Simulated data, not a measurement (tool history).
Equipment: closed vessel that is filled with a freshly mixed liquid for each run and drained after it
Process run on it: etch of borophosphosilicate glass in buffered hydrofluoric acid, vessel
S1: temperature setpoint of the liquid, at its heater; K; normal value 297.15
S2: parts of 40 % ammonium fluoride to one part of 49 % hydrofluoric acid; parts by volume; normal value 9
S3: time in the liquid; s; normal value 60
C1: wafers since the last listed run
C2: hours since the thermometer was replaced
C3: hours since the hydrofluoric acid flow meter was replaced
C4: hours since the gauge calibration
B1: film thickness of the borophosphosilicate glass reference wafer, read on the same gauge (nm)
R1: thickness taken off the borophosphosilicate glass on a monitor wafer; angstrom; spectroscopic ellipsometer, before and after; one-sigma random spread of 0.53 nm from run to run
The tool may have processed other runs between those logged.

| run | hour | S1 | S2 | S3 | C1 | C2 | C3 | C4 | B1 | R1 |
|---|---|---|---|---|---|---|---|---|---|---|
| 1 | 0 | 297.15 | 9 | 35 | 0 | 1086.7 | 1493.5 | 648.3 | 69.98 | 472.9 |
| 2 | 37 | 301.15 | 10 | 60 | 4220 | 1123.7 | 1530.5 | 685.3 | 70.02 | 923.7 |
|  | 46.8 | thermometer replaced |
| 3 | 61.5 | 297.15 | 9 | 60 | 2680 | 14.7 | 1555 | 709.8 | 69.99 | 808.1 |
| 4 | 276.3 | 297.15 | 9 | 60 | 24501 | 229.5 | 1769.8 | 924.6 | 70.04 | 818.2 |
| 5 | 300.9 | 297.15 | 9 | 60 | 2806 | 254.1 | 1794.4 | 949.2 | 69.98 | 807.8 |
| 6 | 336.1 | 297.15 | 9 | 60 | 4015 | 289.3 | 1829.6 | 984.4 | 70.02 | 813.6 |
| 7 | 372.9 | 297.15 | 7 | 60 | 4197 | 326.1 | 1866.4 | 1021.2 | 70 | 1059.6 |
|  | 412.9 | hydrofluoric acid flow meter replaced |
| 8 | 438.1 | 297.15 | 9 | 60 | 7323 | 391.3 | 25.2 | 1086.4 | 70.03 | 783.4 |
| 9 | 480.4 | 297.15 | 9 | 60 | 4825 | 433.6 | 67.5 | 1128.7 | 69.98 | 785.1 |
| 10 | 514.8 | 297.15 | 9 | 60 | 3923 | 468 | 101.9 | 1163.1 | 70 | 793.9 |
| 11 | 552.4 | 300.65 | 6 | 80 | 4288 | 505.6 | 139.5 | 1200.7 | 70 | 1922.6 |
| 12 | 582.1 | 299.65 | 11.5 | 45 | 3387 | 535.3 | 169.2 | 1230.4 | 69.99 | 554.8 |
| 13 | 647.3 | 301.15 | 12 | 90 | 7437 | 600.5 | 234.4 | 1295.6 | 70 | 1144 |
| 14 | 772.9 | 295.15 | 10.5 | 50 | 14326 | 726.1 | 360 | 1421.2 | 70 | 526.3 |
|  | 803.9 | gauge calibrated |
| 15 | 834.4 | 297.15 | 9 | 95 | 7015 | 787.6 | 421.5 | 30.5 | 69.98 | 1253.2 |
| 16 | 889.4 | 297.15 | 9 | 60 | 6273 | 842.6 | 476.5 | 85.5 | 70 | 797.8 |
| 17 | 934.3 | 300.65 | 7 | 85 | 5121 | 887.5 | 521.4 | 130.4 | 70 | 1774.7 |
| 18 | 973.5 | 297.15 | 9 | 30 | 4471 | 926.7 | 560.6 | 169.6 | 69.99 | 401.1 |
| 19 | 1038.6 | 297.15 | 5.5 | 30 | 7425 | 991.8 | 625.7 | 234.7 | 70.01 | 643.4 |

For run 20, what comes out?
|  | 1093.7 | thermometer replaced |
| 20 | 1096.5 | 297.15 | 11 | 90 | 6490 | 2.8 | 683.6 | 292.6 | ? | ? |

Run 20 produced B1 70.01, R1 1014.8 angstrom.
Had the tool carried no hidden state, the very same run would have given R1 986.3 angstrom.

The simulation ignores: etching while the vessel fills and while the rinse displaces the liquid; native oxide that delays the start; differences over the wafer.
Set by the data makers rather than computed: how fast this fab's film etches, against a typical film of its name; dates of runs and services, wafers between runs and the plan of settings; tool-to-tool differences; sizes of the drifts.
